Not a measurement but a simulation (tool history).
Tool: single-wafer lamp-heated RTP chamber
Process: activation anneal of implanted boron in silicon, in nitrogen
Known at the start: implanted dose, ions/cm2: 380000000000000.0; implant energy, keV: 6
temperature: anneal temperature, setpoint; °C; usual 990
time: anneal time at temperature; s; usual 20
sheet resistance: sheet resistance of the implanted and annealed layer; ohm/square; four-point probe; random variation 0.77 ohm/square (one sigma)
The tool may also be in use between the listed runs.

run	hour	temperature	time	read-back reference wafer on the same gauge, sheet resistance	sheet resistance
1	0	990	20	296.85	329.56
2	57.7	990	20	296.87	329.59
3	109	1008	13	297	326.66
4	139.3	1008	13	296.8	327.04
5	203	1008	13	296.84	325.87
6	260.9	996	20	296.91	326
# hour 262.1: gauge calibrated
7	305.1	996	20	297.14	326.03
# hour 317.9: pyrometer window cleaned and pyrometer calibrated
8	357.5	964	13	297.03	351.84
9	416	1015	25	297.01	322.62
10	471.5	1019	10	296.97	326.14
# hour 513.7: reflector plate cleaned
11	518.3	990	20	297.06	328.61
12	566.9	978	20	296.91	331.57
13	621.8	990	20	297.16	327.61
# hour 631.2: gauge calibrated
14	646.6	974	11	297.09	336.16
# hour 654.8: pyrometer window cleaned and pyrometer calibrated
15	673.2	963	8	297.03	359.9

5 ways to go on from here, each from the tool as it stands after run 15. What would each give?
A	673.6	990	30	?	?
B	673.6	1009	29	?	?
C	673.6	1004	15	?	?
D	673.6	1011	32	?	?
E	673.6	965	20	?	?

run	read-back reference wafer on the same gauge, sheet resistance	sheet resistance
A	297.09	328.06
B	297.09	323.43
C	297.09	327.42
D	297.09	322.51
E	297.09	348.04
Without the tool's hidden state the same runs would have given:
run	sheet resistance
A	328.66
B	323.77
C	327.81
D	322.83
E	350.37
